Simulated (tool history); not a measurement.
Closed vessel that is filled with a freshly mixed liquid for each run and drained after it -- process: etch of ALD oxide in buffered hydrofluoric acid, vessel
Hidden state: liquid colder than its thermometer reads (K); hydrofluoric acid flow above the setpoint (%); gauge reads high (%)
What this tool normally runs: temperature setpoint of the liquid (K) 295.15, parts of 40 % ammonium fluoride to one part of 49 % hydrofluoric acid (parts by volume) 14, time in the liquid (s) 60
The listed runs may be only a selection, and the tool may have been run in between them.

run   hour  temperature setpoint of the liquid (K)  parts of 40 % ammonium fluoride to one part of 49 % hydrofluoric acid (parts by volume)  time in the liquid (s)  wafers since the last listed run  hours since the thermometer was replaced  hours since the hydrofluoric acid flow meter was replaced  hours since the gauge calibration  read-back film thickness of the ALD oxide reference wafer, read on the same gauge (nm)  thickness taken off the ALD oxide on a monitor wafer (angstrom)
  1      0                                  298.65                                                                                       14                      60                                 0                                    2974.7                                                     2426.6                               47.2                                                                                     110                                                           1004.5
  2    6.2                                  298.65                                                                                       14                      60                               708                                    2980.9                                                     2432.8                               53.4                                                                                  109.99                                                           1006.9
  3   17.5                                  298.65                                                                                       14                      60                              1291                                    2992.2                                                     2444.1                               64.7                                                                                  109.98                                                           1002.8
  4   35.2                                  295.15                                                                                       14                      60                              2022                                    3009.9                                                     2461.8                               82.4                                                                                     110                                                            825.5
  5   52.9                                  295.15                                                                                       14                      60                              2022                                    3027.6                                                     2479.5                              100.1                                                                                     110                                                            827.8
  6     65                                  295.15                                                                                       14                      60                              1382                                    3039.7                                                     2491.6                              112.2                                                                                  109.99                                                            826.2
  7   81.9                                  295.15                                                                                       14                      60                              1931                                    3056.6                                                     2508.5                              129.1                                                                                  109.99                                                            819.6
  8   97.3                                  295.15                                                                                       14                      60                              1760                                      3072                                                     2523.9                              144.5                                                                                  109.99                                                              829
  9  105.4                                  292.65                                                                                       14                      75                               925                                    3080.1                                                       2532                              152.6                                                                                  109.97                                                            890.9
 10  118.8                                  295.15                                                                                       14                      60                              1531                                    3093.5                                                     2545.4                                166                                                                                  110.02                                                            819.6
 11  128.2                                  295.15                                                                                       14                      60                              1074                                    3102.9                                                     2554.8                              175.4                                                                                     110                                                            827.5
 12  140.5                                  295.15                                                                                       14                      60                              1405                                    3115.2                                                     2567.1                              187.7                                                                                  110.03                                                            825.7
     146.6  -- hydrofluoric acid flow meter replaced
 13  152.6                                  295.15                                                                                       14                      60                              1268                                    3127.3                                                          6                              199.8                                                                                  109.99                                                            730.9
 14  168.7                                  295.15                                                                                       14                      60                              1840                                    3143.4                                                       22.1                              215.9                                                                                  110.02                                                            725.9
     169.8  -- gauge calibrated
 15  182.7                                  295.15                                                                                       14                      70                              1600                                    3157.4                                                       36.1                               12.9                                                                                  109.97                                                            850.2
 16  196.6                                  292.65                                                                                       14                      75                              1588                                    3171.3                                                         50                               26.8                                                                                  110.01                                                              794
 17  221.4                                  295.15                                                                                       12                      60                              2834                                    3196.1                                                       74.8                               51.6                                                                                  110.02                                                            846.2
 18  227.7                                  293.15                                                                                     16.5                      60                               720                                    3202.4                                                       81.1                               57.9                                                                                  109.98                                                            553.1
 19  239.9                                  295.15                                                                                       14                      60                              1394                                    3214.6                                                       93.3                               70.1                                                                                  110.02                                                            734.5
     250.1  -- thermometer replaced
 20    251                                  292.65                                                                                       14                      60                              1154                                       0.9                                                      104.4                               81.2                                                                                  110.01                                                            736.6
 21  268.2                                  297.15                                                                                       14                      90                              1965                                      18.1                                                      121.6                               98.4                                                                                  110.02                                                           1419.5
 22  281.9                                  298.15                                                                                       14                      80                              1565                                      31.8                                                      135.3                              112.1                                                                                  110.01                                                           1333.5
 23  295.9                                  298.15                                                                                       14                      75                              1600                                      45.8                                                      149.3                              126.1                                                                                  109.97                                                           1243.9
 24  310.9                                  299.65                                                                                       17                      70                              1714                                      60.8                                                      164.3                              141.1                                                                                  110.01                                                             1038
 25  324.6                                  295.15                                                                                       14                      60                              1565                                      74.5                                                        178                              154.8                                                                                     110                                                            848.7
 26    335                                  298.65                                                                                       14                      90                              1188                                      84.9                                                      188.4                              165.2                                                                                  110.02                                                           1548.2
 27  347.7                                  298.65                                                                                     15.5                      75                              1451                                      97.6                                                      201.1                              177.9                                                                                  109.97                                                           1161.5
 28  362.5                                  290.65                                                                                     16.5                      40                              1691                                     112.4                                                      215.9                              192.7                                                                                  109.98                                                            374.3
 29    375                                  295.15                                                                                       14                      60                              1428                                     124.9                                                      228.4                              205.2                                                                                  109.97                                                            855.4
 30  388.4                                  292.65                                                                                       14                      75                              1531                                     138.3                                                      241.8                              218.6                                                                                  110.01                                                            921.6
 31  396.2                                  295.15                                                                                       14                      60                               891                                     146.1                                                      249.6                              226.4                                                                                  110.02                                                            843.8

What if the next run were any one of these 3? Each begins from the tool's condition after run 31:
  A  396.9                                  295.15                                                                                       14                      60                                80                                     146.8                                                      250.3                              227.1                                                                                       ?                                                                ?
  B  396.9                                  295.15                                                                                       14                      90                                80                                     146.8                                                      250.3                              227.1                                                                                       ?                                                                ?
  C  396.9                                  298.65                                                                                       12                      35                                80                                     146.8                                                      250.3                              227.1                                                                                       ?                                                                ?

run  read-back film thickness of the ALD oxide reference wafer, read on the same gauge (nm)  thickness taken off the ALD oxide on a monitor wafer (angstrom)
  A                                                                                  110.02                                                            850.7
  B                                                                                  110.02                                                           1276.1
  C                                                                                  110.02                                                              699
What these runs would have given with no unlogged condition in the tool:
run  thickness taken off the ALD oxide on a monitor wafer (angstrom)
  A                                                            849.2
  B                                                           1273.8
  C                                                            697.6
